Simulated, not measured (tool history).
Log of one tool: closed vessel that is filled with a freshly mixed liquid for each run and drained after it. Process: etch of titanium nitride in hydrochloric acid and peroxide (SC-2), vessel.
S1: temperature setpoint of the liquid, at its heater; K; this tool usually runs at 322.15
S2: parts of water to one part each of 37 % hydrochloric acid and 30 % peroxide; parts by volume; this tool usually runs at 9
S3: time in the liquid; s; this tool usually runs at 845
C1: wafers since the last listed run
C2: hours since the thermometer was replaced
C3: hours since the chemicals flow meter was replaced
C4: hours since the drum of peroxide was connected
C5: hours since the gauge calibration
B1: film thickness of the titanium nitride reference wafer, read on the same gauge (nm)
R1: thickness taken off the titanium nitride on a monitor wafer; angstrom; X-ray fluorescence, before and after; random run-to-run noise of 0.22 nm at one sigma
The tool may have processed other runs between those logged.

{"run": 1, "hour": 0.0, "S1": 322.15, "S2": 9, "S3": 845, "C1": 0, "C2": 480.1, "C3": 802.8, "C4": 134.7, "C5": 435.2, "B1": 120, "R1": 278}
{"run": 2, "hour": 97.0, "S1": 322.15, "S2": 9, "S3": 845, "C1": 3808, "C2": 577.1, "C3": 899.8, "C4": 231.7, "C5": 532.2, "B1": 119.97, "R1": 273.3}
{"hour": 202.0, "done": "new drum of peroxide connected"}
{"hour": 223.9, "done": "chemicals flow meter replaced"}
{"run": 3, "hour": 336.5, "S1": 322.15, "S2": 10, "S3": 845, "C1": 9324, "C2": 816.6, "C3": 112.6, "C4": 134.5, "C5": 771.7, "B1": 119.95, "R1": 250.3}
{"run": 4, "hour": 414.3, "S1": 322.15, "S2": 10, "S3": 845, "C1": 3054, "C2": 894.4, "C3": 190.4, "C4": 212.3, "C5": 849.5, "B1": 120.05, "R1": 255.6}
{"run": 5, "hour": 509.0, "S1": 322.15, "S2": 10, "S3": 845, "C1": 3717, "C2": 989.1, "C3": 285.1, "C4": 307, "C5": 944.2, "B1": 120.01, "R1": 249.3}
{"hour": 517.4, "done": "new drum of peroxide connected"}
{"hour": 565.3, "done": "thermometer replaced"}
{"run": 6, "hour": 572.1, "S1": 322.15, "S2": 11.5, "S3": 845, "C1": 2398, "C2": 6.8, "C3": 348.2, "C4": 54.7, "C5": 1007.3, "B1": 119.99, "R1": 220.6}
{"run": 7, "hour": 623.3, "S1": 322.15, "S2": 11.5, "S3": 845, "C1": 2010, "C2": 58, "C3": 399.4, "C4": 105.9, "C5": 1058.5, "B1": 119.97, "R1": 220}
{"run": 8, "hour": 670.8, "S1": 322.15, "S2": 9, "S3": 845, "C1": 1864, "C2": 105.5, "C3": 446.9, "C4": 153.4, "C5": 1106, "B1": 119.99, "R1": 270.3}
{"run": 9, "hour": 747.3, "S1": 322.15, "S2": 9, "S3": 845, "C1": 3003, "C2": 182, "C3": 523.4, "C4": 229.9, "C5": 1182.5, "B1": 120.02, "R1": 271.9}
{"hour": 832.7, "done": "new drum of peroxide connected"}
{"run": 10, "hour": 833.2, "S1": 322.15, "S2": 9, "S3": 845, "C1": 3333, "C2": 267.9, "C3": 609.3, "C4": 0.5, "C5": 1268.4, "B1": 120, "R1": 273.8}
{"run": 11, "hour": 905.2, "S1": 322.15, "S2": 12, "S3": 715, "C1": 2826, "C2": 339.9, "C3": 681.3, "C4": 72.5, "C5": 1340.4, "B1": 120, "R1": 181.9}
{"run": 12, "hour": 972.4, "S1": 312.65, "S2": 9, "S3": 845, "C1": 2638, "C2": 407.1, "C3": 748.5, "C4": 139.7, "C5": 1407.6, "B1": 120.01, "R1": 140.2}
{"run": 13, "hour": 1062.9, "S1": 322.15, "S2": 4.5, "S3": 845, "C1": 3553, "C2": 497.6, "C3": 839, "C4": 230.2, "C5": 1498.1, "B1": 120.02, "R1": 460.9}
{"hour": 1128.3, "done": "gauge calibrated"}
{"run": 14, "hour": 1166.3, "S1": 322.15, "S2": 10.5, "S3": 1105, "C1": 4059, "C2": 601, "C3": 942.4, "C4": 333.6, "C5": 38, "B1": 120, "R1": 313.6}
{"hour": 1183.3, "done": "new drum of peroxide connected"}
{"hour": 1214.4, "done": "chemicals flow meter replaced"}
{"run": 15, "hour": 1340.1, "S1": 313.15, "S2": 9, "S3": 440, "C1": 6744, "C2": 774.8, "C3": 125.7, "C4": 156.8, "C5": 211.8, "B1": 119.96, "R1": 75.8}
{"run": 16, "hour": 1409.9, "S1": 329.65, "S2": 9, "S3": 530, "C1": 2740, "C2": 844.6, "C3": 195.5, "C4": 226.6, "C5": 281.6, "B1": 120.01, "R1": 282}
{"run": 17, "hour": 1475.9, "S1": 322.15, "S2": 9, "S3": 845, "C1": 2591, "C2": 910.6, "C3": 261.5, "C4": 292.6, "C5": 347.6, "B1": 120.02, "R1": 273.8}
{"hour": 1487.0, "done": "new drum of peroxide connected"}
{"run": 18, "hour": 1516.9, "S1": 317.65, "S2": 9, "S3": 380, "C1": 1570, "C2": 951.6, "C3": 302.5, "C4": 29.9, "C5": 388.6, "B1": 119.96, "R1": 91.4}
{"run": 19, "hour": 1613.9, "S1": 322.15, "S2": 9, "S3": 845, "C1": 3808, "C2": 1048.6, "C3": 399.5, "C4": 126.9, "C5": 485.6, "B1": 119.99, "R1": 268.4}

Below are 3 alternative next runs, each starting from the tool's condition after run 19. Predict each:
{"run": "A", "hour": 1614.8, "S1": 322.15, "S2": 9, "S3": 845, "C1": 35, "C2": 1049.5, "C3": 400.4, "C4": 127.8, "C5": 486.5, "B1": "?", "R1": "?"}
{"run": "B", "hour": 1614.8, "S1": 324.65, "S2": 10.5, "S3": 540, "C1": 35, "C2": 1049.5, "C3": 400.4, "C4": 127.8, "C5": 486.5, "B1": "?", "R1": "?"}
{"run": "C", "hour": 1614.8, "S1": 322.15, "S2": 12.5, "S3": 845, "C1": 35, "C2": 1049.5, "C3": 400.4, "C4": 127.8, "C5": 486.5, "B1": "?", "R1": "?"}

run=A B1=119.96 R1=272.5
run=B B1=119.96 R1=181
run=C B1=119.96 R1=206.7
Stripped of hidden state, with their random variation kept, the same runs would have yielded:
run=A R1=272.5
run=B R1=181
run=C R1=206.7
